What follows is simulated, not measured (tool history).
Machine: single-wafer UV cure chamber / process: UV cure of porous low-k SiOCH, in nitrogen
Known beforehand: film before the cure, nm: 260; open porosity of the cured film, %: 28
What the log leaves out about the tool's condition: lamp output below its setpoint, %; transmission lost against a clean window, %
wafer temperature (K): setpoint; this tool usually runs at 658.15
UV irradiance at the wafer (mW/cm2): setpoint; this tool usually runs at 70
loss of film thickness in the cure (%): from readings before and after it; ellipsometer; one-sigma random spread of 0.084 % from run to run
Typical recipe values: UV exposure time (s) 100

| run | hour | wafer temperature (K) | UV exposure time (s) | UV irradiance at the wafer (mW/cm2) | wafers since the last listed run | hours since the UV bulbs were replaced | wafers since the quartz window was cleaned | loss of film thickness in the cure (%) |
|---|---|---|---|---|---|---|---|---|
| 1 | 0 | 658.15 | 120 | 70 | 0 | 719.2 | 75 | 8.519 |
| 2 | 14 | 658.15 | 120 | 70 | 76 | 733.2 | 152 | 8.599 |
| 3 | 41.5 | 658.15 | 120 | 70 | 149 | 760.7 | 301 | 8.598 |
| 4 | 56.7 | 651.15 | 100 | 70 | 82 | 775.9 | 384 | 7.579 |
| 5 | 73.2 | 658.15 | 100 | 70 | 89 | 792.4 | 473 | 7.691 |
| 6 | 86.8 | 658.15 | 100 | 70 | 73 | 806 | 547 | 7.778 |
| 7 | 111.7 | 658.15 | 55 | 70 | 135 | 830.9 | 682 | 5.174 |
| 8 | 125.9 | 658.15 | 55 | 70 | 77 | 845.1 | 760 | 5.106 |
| 9 | 143.9 | 658.15 | 55 | 70 | 97 | 863.1 | 857 | 5.09 |
| 10 | 178.2 | 671.15 | 100 | 70 | 186 | 897.4 | 1044 | 8.01 |
| 11 | 204.1 | 658.15 | 100 | 70 | 140 | 923.3 | 1185 | 7.694 |
| 12 | 222.9 | 662.15 | 100 | 70 | 102 | 942.1 | 1287 | 7.676 |
| 13 | 236.9 | 648.15 | 100 | 70 | 76 | 956.1 | 1363 | 7.565 |
| 14 | 258.8 | 658.15 | 100 | 62 | 119 | 978 | 1482 | 7.045 |
| 15 | 275.1 | 658.15 | 100 | 70 | 88 | 994.3 | 1570 | 7.672 |
| 16 | 295.3 | 658.15 | 100 | 70 | 109 | 1014.5 | 1680 | 7.609 |
| 17 | 328.3 | 658.15 | 100 | 70 | 179 | 1047.5 | 1859 | 7.555 |
| 18 | 349.5 | 658.15 | 100 | 70 | 115 | 1068.7 | 1975 | 7.696 |
| 19 | 378.5 | 658.15 | 100 | 70 | 157 | 1097.7 | 2132 | 7.613 |
| 20 | 466.1 | 658.15 | 100 | 62 | 476 | 1185.3 | 2608 | 6.832 |
|  | 481.4 | quartz window cleaned |
| 21 | 483.7 | 658.15 | 100 | 70 | 52 | 1202.9 | 12 | 7.4 |
| 22 | 505.5 | 640.15 | 100 | 81 | 118 | 1224.7 | 130 | 7.729 |
| 23 | 533.6 | 670.15 | 40 | 93 | 152 | 1252.8 | 283 | 5.009 |
| 24 | 550.8 | 668.15 | 115 | 86 | 93 | 1270 | 376 | 9.329 |
| 25 | 613.3 | 658.15 | 150 | 70 | 339 | 1332.5 | 716 | 9.289 |
| 26 | 630.5 | 666.15 | 80 | 70 | 93 | 1349.7 | 810 | 6.693 |
| 27 | 653 | 641.15 | 75 | 86 | 122 | 1372.2 | 932 | 6.806 |
| 28 | 678.1 | 658.15 | 100 | 85 | 136 | 1397.3 | 1068 | 8.303 |
|  | 692.8 | UV bulbs replaced |
| 29 | 700.5 | 640.15 | 60 | 70 | 78 | 7.7 | 1146 | 5.501 |
| 30 | 733.7 | 658.15 | 100 | 108 | 180 | 40.9 | 1327 | 10.08 |
| 31 | 755.9 | 658.15 | 100 | 70 | 120 | 63.1 | 1447 | 8.102 |
| 32 | 780.1 | 651.15 | 100 | 40 | 131 | 87.3 | 1579 | 5.475 |
| 33 | 807 | 658.15 | 65 | 100 | 146 | 114.2 | 1725 | 7.84 |
| 34 | 823.4 | 650.15 | 120 | 70 | 89 | 130.6 | 1814 | 8.74 |
| 35 | 842.1 | 658.15 | 100 | 70 | 101 | 149.3 | 1916 | 8.077 |
| 36 | 862.1 | 658.15 | 130 | 40 | 108 | 169.3 | 2025 | 6.653 |
|  | 891.4 | quartz window cleaned |
| 37 | 891.9 | 658.15 | 100 | 43 | 118 | 199.1 | 2 | 5.88 |
| 38 | 906.4 | 650.15 | 50 | 98 | 78 | 213.6 | 81 | 6.121 |
| 39 | 931.2 | 658.15 | 100 | 96 | 134 | 238.4 | 216 | 9.456 |

Predict each of these 3 candidate next runs independently; none follows another, all start after run 39:
| A | 931.7 | 658.15 | 100 | 70 | 2 | 238.9 | 219 | ? |
| B | 931.7 | 658.15 | 60 | 70 | 2 | 238.9 | 219 | ? |
| C | 931.7 | 658.15 | 150 | 40 | 2 | 238.9 | 219 | ? |

| run | loss of film thickness in the cure (%) |
|---|---|
| A | 8.034 |
| B | 5.778 |
| C | 7.322 |
Take away the tool's hidden state, keep each run's random variation, and the runs would have read:
| run | loss of film thickness in the cure (%) |
|---|---|
| A | 8.244 |
| B | 5.962 |
| C | 7.526 |

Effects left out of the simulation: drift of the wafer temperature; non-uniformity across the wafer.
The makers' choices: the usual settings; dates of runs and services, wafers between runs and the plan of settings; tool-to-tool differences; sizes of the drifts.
